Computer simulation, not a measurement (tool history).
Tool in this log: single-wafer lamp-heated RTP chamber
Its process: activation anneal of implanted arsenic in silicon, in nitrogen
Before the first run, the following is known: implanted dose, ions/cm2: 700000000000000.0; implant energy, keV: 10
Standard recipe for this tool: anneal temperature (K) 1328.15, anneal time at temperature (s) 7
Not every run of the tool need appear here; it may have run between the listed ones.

run,day,anneal temperature (K),anneal time at temperature (s),wafers since the last listed run,wafers since the last pyrometer calibration,wafers since the reflector plate was cleaned,hours since the gauge calibration,"read-back reference wafer on the same gauge, sheet resistance",sheet resistance of the implanted and annealed layer (ohm/square)
1,0.000,1315.15,10,0,824,1289,62.5,186.09,177.53
2,1.050,1315.15,10,280,1104,1570,87.7,186.02,179.74
3,1.846,1328.15,7,212,1317,1783,106.8,186.04,180.20
4,3.242,1328.15,7,373,1691,2156,140.3,185.86,180.09
5,4.254,1328.15,7,270,1961,2427,164.6,186.22,178.10
6,5.100,1328.15,7,226,2188,2653,184.9,186.06,179.57
7,5.867,1328.15,7,205,2393,2858,203.3,186.22,178.74
8,7.058,1339.15,7,318,2711,3177,231.9,185.57,174.96
9,8.029,1339.15,7,259,2971,3436,255.2,186.23,174.19
# day 9.292: pyrometer window cleaned and pyrometer calibrated
10,9.408,1339.15,7,279,30,3716,288.3,185.92,174.07
11,10.371,1313.15,7,257,288,3973,311.4,185.93,185.54
12,11.562,1313.15,7,318,606,4292,340.0,186.15,183.44
13,12.825,1313.15,7,337,944,4630,370.3,186.37,184.13
14,13.333,1317.15,9,135,1080,4766,382.5,186.09,178.19
15,14.438,1317.15,9,295,1375,5061,409.0,186.39,179.01
16,15.112,1317.15,9,180,1556,5241,425.2,186.11,177.62
17,16.608,1328.15,7,400,1956,5642,461.1,185.82,177.63
18,17.767,1300.15,9,309,2266,5951,488.9,185.69,184.49
# day 18.467: gauge calibrated
19,19.162,1317.15,11,373,2639,6325,16.7,186.35,173.08
20,19.754,1300.15,4,158,2797,6483,30.9,185.92,196.03
# day 20.467: pyrometer window cleaned and pyrometer calibrated
21,20.883,1328.15,8,212,111,6696,58.0,185.97,174.63
22,22.150,1348.15,4,338,450,7034,88.4,185.98,179.26
23,22.892,1316.15,8,198,648,7233,106.2,185.87,180.10
24,23.483,1328.15,7,158,806,7391,120.4,185.98,178.64
25,24.388,1328.15,7,241,1048,7633,142.1,186.25,176.97
26,25.146,1317.15,9,202,1251,7836,160.3,185.86,178.41
# day 25.838: reflector plate cleaned
27,25.858,1356.15,3,101,1352,5,177.4,186.02,183.66
28,27.108,1306.15,3,334,1687,339,207.4,185.80,202.15
29,27.838,1336.15,11,195,1882,534,224.9,185.80,169.91
30,28.633,1316.15,9,212,2095,747,244.0,185.76,181.17
31,29.462,1346.15,4,221,2316,969,263.9,185.99,182.22
32,30.338,1299.15,11,234,2550,1203,284.9,185.94,184.50
33,31.696,1351.15,6,363,2914,1566,317.5,186.12,173.51
34,32.279,1345.15,5,156,3070,1722,331.5,186.16,180.69
# day 33.783: pyrometer window cleaned and pyrometer calibrated
35,33.804,1348.15,11,318,6,2041,368.1,186.21,165.78
36,34.067,1353.15,4,70,76,2111,374.4,186.04,179.17

What if the next run were any one of these 5? Each begins from the tool's condition after run 36:
A,34.083,1328.15,7,4,80,2116,374.8,?,?
B,34.083,1328.15,11,4,80,2116,374.8,?,?
C,34.083,1345.15,7,4,80,2116,374.8,?,?
D,34.083,1350.15,7,4,80,2116,374.8,?,?
E,34.083,1315.15,7,4,80,2116,374.8,?,?

run,"read-back reference wafer on the same gauge, sheet resistance",sheet resistance of the implanted and annealed layer (ohm/square)
A,186.24,181.14
B,186.24,173.46
C,186.24,174.84
D,186.24,173.09
E,186.24,186.32
What these runs would have given with no unlogged condition in the tool:
run,sheet resistance of the implanted and annealed layer (ohm/square)
A,182.34
B,174.61
C,175.95
D,174.17
E,187.59

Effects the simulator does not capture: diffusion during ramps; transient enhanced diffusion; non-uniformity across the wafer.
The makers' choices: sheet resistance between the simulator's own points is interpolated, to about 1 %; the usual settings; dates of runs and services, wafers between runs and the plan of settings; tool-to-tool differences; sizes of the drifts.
